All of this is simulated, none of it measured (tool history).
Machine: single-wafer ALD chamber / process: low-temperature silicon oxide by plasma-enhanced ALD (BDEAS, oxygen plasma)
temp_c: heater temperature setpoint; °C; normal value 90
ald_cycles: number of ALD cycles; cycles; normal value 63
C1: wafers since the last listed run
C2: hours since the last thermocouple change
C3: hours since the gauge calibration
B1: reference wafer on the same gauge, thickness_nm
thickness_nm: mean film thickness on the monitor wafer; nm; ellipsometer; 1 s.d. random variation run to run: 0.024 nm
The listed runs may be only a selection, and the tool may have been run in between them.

{"run": 1, "day": 0.0, "temp_c": 95, "ald_cycles": 63, "C1": 0, "C2": 1519.2, "C3": 1384.9, "B1": 10.924, "thickness_nm": 9.379}
{"run": 2, "day": 1.162, "temp_c": 95, "ald_cycles": 63, "C1": 115, "C2": 1547.1, "C3": 1412.8, "B1": 10.931, "thickness_nm": 9.367}
{"run": 3, "day": 2.808, "temp_c": 78, "ald_cycles": 60, "C1": 163, "C2": 1586.6, "C3": 1452.3, "B1": 10.918, "thickness_nm": 9.548}
{"run": 4, "day": 5.7, "temp_c": 78, "ald_cycles": 60, "C1": 287, "C2": 1656.0, "C3": 1521.7, "B1": 10.917, "thickness_nm": 9.599}
{"run": 5, "day": 7.292, "temp_c": 78, "ald_cycles": 60, "C1": 158, "C2": 1694.2, "C3": 1559.9, "B1": 10.914, "thickness_nm": 9.567}
{"run": 6, "day": 9.875, "temp_c": 90, "ald_cycles": 55, "C1": 257, "C2": 1756.2, "C3": 1621.9, "B1": 10.912, "thickness_nm": 8.362}
{"run": 7, "day": 11.383, "temp_c": 90, "ald_cycles": 55, "C1": 150, "C2": 1792.4, "C3": 1658.1, "B1": 10.916, "thickness_nm": 8.405}
{"run": 8, "day": 14.158, "temp_c": 90, "ald_cycles": 55, "C1": 276, "C2": 1859.0, "C3": 1724.7, "B1": 10.918, "thickness_nm": 8.383}
{"run": 9, "day": 15.212, "temp_c": 90, "ald_cycles": 63, "C1": 104, "C2": 1884.3, "C3": 1750.0, "B1": 10.921, "thickness_nm": 9.559}
{"run": 10, "day": 16.517, "temp_c": 90, "ald_cycles": 63, "C1": 129, "C2": 1915.6, "C3": 1781.3, "B1": 10.921, "thickness_nm": 9.613}
{"run": 11, "day": 17.65, "temp_c": 90, "ald_cycles": 63, "C1": 112, "C2": 1942.8, "C3": 1808.5, "B1": 10.917, "thickness_nm": 9.616}
{"day": 19.871, "done": "gauge calibrated"}
{"run": 12, "day": 20.25, "temp_c": 90, "ald_cycles": 63, "C1": 258, "C2": 2005.2, "C3": 9.1, "B1": 10.919, "thickness_nm": 9.651}
{"run": 13, "day": 23.133, "temp_c": 90, "ald_cycles": 63, "C1": 287, "C2": 2074.4, "C3": 78.3, "B1": 10.916, "thickness_nm": 9.617}
{"run": 14, "day": 25.288, "temp_c": 90, "ald_cycles": 63, "C1": 214, "C2": 2126.1, "C3": 130.0, "B1": 10.92, "thickness_nm": 9.612}
{"run": 15, "day": 27.871, "temp_c": 90, "ald_cycles": 73, "C1": 257, "C2": 2188.1, "C3": 192.0, "B1": 10.92, "thickness_nm": 11.166}
{"run": 16, "day": 30.608, "temp_c": 90, "ald_cycles": 63, "C1": 272, "C2": 2253.8, "C3": 257.7, "B1": 10.914, "thickness_nm": 9.641}
{"run": 17, "day": 32.088, "temp_c": 96, "ald_cycles": 73, "C1": 147, "C2": 2289.3, "C3": 293.2, "B1": 10.924, "thickness_nm": 10.897}
{"run": 18, "day": 34.829, "temp_c": 90, "ald_cycles": 70, "C1": 272, "C2": 2355.1, "C3": 359.0, "B1": 10.921, "thickness_nm": 10.734}
{"run": 19, "day": 37.671, "temp_c": 80, "ald_cycles": 63, "C1": 282, "C2": 2423.3, "C3": 427.2, "B1": 10.912, "thickness_nm": 10.029}
{"run": 20, "day": 40.033, "temp_c": 90, "ald_cycles": 63, "C1": 235, "C2": 2480.0, "C3": 483.9, "B1": 10.918, "thickness_nm": 9.694}
{"run": 21, "day": 42.858, "temp_c": 80, "ald_cycles": 73, "C1": 281, "C2": 2547.8, "C3": 551.7, "B1": 10.916, "thickness_nm": 11.635}
{"day": 43.925, "done": "thermocouple changed; heater temperature recalibrated"}
{"run": 22, "day": 44.538, "temp_c": 90, "ald_cycles": 59, "C1": 134, "C2": 14.7, "C3": 592.0, "B1": 10.915, "thickness_nm": 8.88}
{"run": 23, "day": 49.588, "temp_c": 83, "ald_cycles": 70, "C1": 502, "C2": 135.9, "C3": 713.2, "B1": 10.924, "thickness_nm": 10.847}
{"run": 24, "day": 51.742, "temp_c": 100, "ald_cycles": 63, "C1": 214, "C2": 187.6, "C3": 764.9, "B1": 10.909, "thickness_nm": 9.197}
{"run": 25, "day": 53.158, "temp_c": 80, "ald_cycles": 70, "C1": 141, "C2": 221.6, "C3": 798.9, "B1": 10.921, "thickness_nm": 11.031}
{"run": 26, "day": 54.621, "temp_c": 90, "ald_cycles": 69, "C1": 145, "C2": 256.7, "C3": 834.0, "B1": 10.92, "thickness_nm": 10.396}
{"run": 27, "day": 56.433, "temp_c": 83, "ald_cycles": 51, "C1": 180, "C2": 300.2, "C3": 877.5, "B1": 10.912, "thickness_nm": 7.908}
{"run": 28, "day": 57.879, "temp_c": 85, "ald_cycles": 56, "C1": 143, "C2": 334.9, "C3": 912.2, "B1": 10.923, "thickness_nm": 8.603}
{"run": 29, "day": 60.2, "temp_c": 102, "ald_cycles": 74, "C1": 231, "C2": 390.6, "C3": 967.9, "B1": 10.914, "thickness_nm": 10.729}
{"run": 30, "day": 61.588, "temp_c": 90, "ald_cycles": 67, "C1": 138, "C2": 423.9, "C3": 1001.2, "B1": 10.92, "thickness_nm": 10.156}
{"run": 31, "day": 64.392, "temp_c": 90, "ald_cycles": 63, "C1": 279, "C2": 491.2, "C3": 1068.5, "B1": 10.93, "thickness_nm": 9.538}

Predict each of these 3 candidate next runs independently; none follows another, all start after run 31:
{"run": "A", "day": 64.412, "temp_c": 90, "ald_cycles": 56, "C1": 2, "C2": 491.7, "C3": 1069.0, "B1": "?", "thickness_nm": "?"}
{"run": "B", "day": 64.412, "temp_c": 84, "ald_cycles": 53, "C1": 2, "C2": 491.7, "C3": 1069.0, "B1": "?", "thickness_nm": "?"}
{"run": "C", "day": 64.412, "temp_c": 78, "ald_cycles": 63, "C1": 2, "C2": 491.7, "C3": 1069.0, "B1": "?", "thickness_nm": "?"}

run=A B1=10.922 thickness_nm=8.461
run=B B1=10.922 thickness_nm=8.199
run=C B1=10.922 thickness_nm=9.974
The same runs, with their run-to-run variation unchanged, on a tool lacking any hidden condition would have given:
run=A thickness_nm=8.497
run=B thickness_nm=8.234
run=C thickness_nm=10.015
